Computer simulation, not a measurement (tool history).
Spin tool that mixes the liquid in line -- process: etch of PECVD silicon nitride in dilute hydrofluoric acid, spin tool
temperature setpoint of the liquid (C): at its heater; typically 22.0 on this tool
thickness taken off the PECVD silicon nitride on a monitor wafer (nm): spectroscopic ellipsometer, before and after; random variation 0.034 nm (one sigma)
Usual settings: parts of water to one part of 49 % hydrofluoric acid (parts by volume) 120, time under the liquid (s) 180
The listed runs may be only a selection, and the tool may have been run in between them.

| run | hour | temperature setpoint of the liquid (C) | parts of water to one part of 49 % hydrofluoric acid (parts by volume) | time under the liquid (s) | wafers since the last listed run | hours since the thermometer was replaced | hours since the hydrofluoric acid flow meter was replaced | hours since the gauge calibration | read-back film thickness of the PECVD silicon nitride reference wafer, read on the same gauge (nm) | thickness taken off the PECVD silicon nitride on a monitor wafer (nm) |
|---|---|---|---|---|---|---|---|---|---|---|
| 1 | 0.0 | 22.0 | 120 | 180 | 0 | 446.7 | 1945.0 | 120.6 | 129.998 | 2.659 |
| 2 | 14.1 | 22.0 | 120 | 180 | 113 | 460.8 | 1959.1 | 134.7 | 130.002 | 2.657 |
| 3 | 22.2 | 22.0 | 120 | 180 | 65 | 468.9 | 1967.2 | 142.8 | 129.985 | 2.656 |
| 4 | 32.0 | 22.0 | 120 | 180 | 79 | 478.7 | 1977.0 | 152.6 | 130.022 | 2.715 |
| 5 | 41.3 | 22.0 | 120 | 180 | 75 | 488.0 | 1986.3 | 161.9 | 129.985 | 2.674 |
| 6 | 55.2 | 22.0 | 120 | 180 | 112 | 501.9 | 2000.2 | 175.8 | 129.995 | 2.694 |
| 7 | 70.5 | 22.0 | 120 | 180 | 123 | 517.2 | 2015.5 | 191.1 | 130.010 | 2.761 |
| 8 | 80.8 | 22.0 | 120 | 180 | 83 | 527.5 | 2025.8 | 201.4 | 130.017 | 2.660 |
| 9 | 98.6 | 22.0 | 95 | 115 | 143 | 545.3 | 2043.6 | 219.2 | 129.973 | 2.222 |
| 10 | 107.0 | 22.0 | 95 | 115 | 67 | 553.7 | 2052.0 | 227.6 | 130.001 | 2.164 |
| 11 | 118.6 | 22.0 | 95 | 115 | 93 | 565.3 | 2063.6 | 239.2 | 130.018 | 2.219 |
| 12 | 129.8 | 22.0 | 120 | 180 | 90 | 576.5 | 2074.8 | 250.4 | 130.008 | 2.705 |
| 13 | 145.6 | 22.0 | 120 | 180 | 127 | 592.3 | 2090.6 | 266.2 | 129.986 | 2.754 |
| 14 | 156.2 | 20.5 | 145 | 180 | 85 | 602.9 | 2101.2 | 276.8 | 129.999 | 2.098 |
|  | 167.9 | gauge calibrated |
| 15 | 168.8 | 22.0 | 120 | 180 | 101 | 615.5 | 2113.8 | 0.9 | 129.997 | 2.707 |
| 16 | 182.3 | 26.5 | 135 | 180 | 108 | 629.0 | 2127.3 | 14.4 | 130.019 | 3.333 |
| 17 | 198.3 | 22.0 | 120 | 255 | 129 | 645.0 | 2143.3 | 30.4 | 130.023 | 3.921 |
|  | 202.1 | hydrofluoric acid flow meter replaced |
|  | 213.4 | thermometer replaced |
| 18 | 213.9 | 22.0 | 120 | 135 | 109 | 0.5 | 11.8 | 46.0 | 129.962 | 1.761 |
| 19 | 226.0 | 19.5 | 75 | 265 | 97 | 12.6 | 23.9 | 58.1 | 130.017 | 4.692 |
| 20 | 238.1 | 22.0 | 70 | 115 | 97 | 24.7 | 36.0 | 70.2 | 130.014 | 2.606 |
| 21 | 249.1 | 20.5 | 120 | 180 | 88 | 35.7 | 47.0 | 81.2 | 130.020 | 2.136 |
| 22 | 256.9 | 27.0 | 105 | 255 | 62 | 43.5 | 54.8 | 89.0 | 130.005 | 5.364 |
| 23 | 265.9 | 22.0 | 100 | 180 | 72 | 52.5 | 63.8 | 98.0 | 130.014 | 2.794 |
| 24 | 282.5 | 22.0 | 100 | 120 | 133 | 69.1 | 80.4 | 114.6 | 129.969 | 1.933 |

Below are 3 alternative next runs, each starting from the tool's condition after run 24. Predict each:
| A | 283.0 | 22.0 | 120 | 80 | 4 | 69.6 | 80.9 | 115.1 | ? | ? |
| B | 283.0 | 19.5 | 160 | 275 | 4 | 69.6 | 80.9 | 115.1 | ? | ? |
| C | 283.0 | 20.0 | 65 | 180 | 4 | 69.6 | 80.9 | 115.1 | ? | ? |

| run | read-back film thickness of the PECVD silicon nitride reference wafer, read on the same gauge (nm) | thickness taken off the PECVD silicon nitride on a monitor wafer (nm) |
|---|---|---|
| A | 130.008 | 1.075 |
| B | 130.008 | 2.361 |
| C | 130.008 | 3.851 |
Had the tool no hidden state, the same runs would have come out as:
| run | thickness taken off the PECVD silicon nitride on a monitor wafer (nm) |
|---|---|
| A | 1.042 |
| B | 2.288 |
| C | 3.728 |
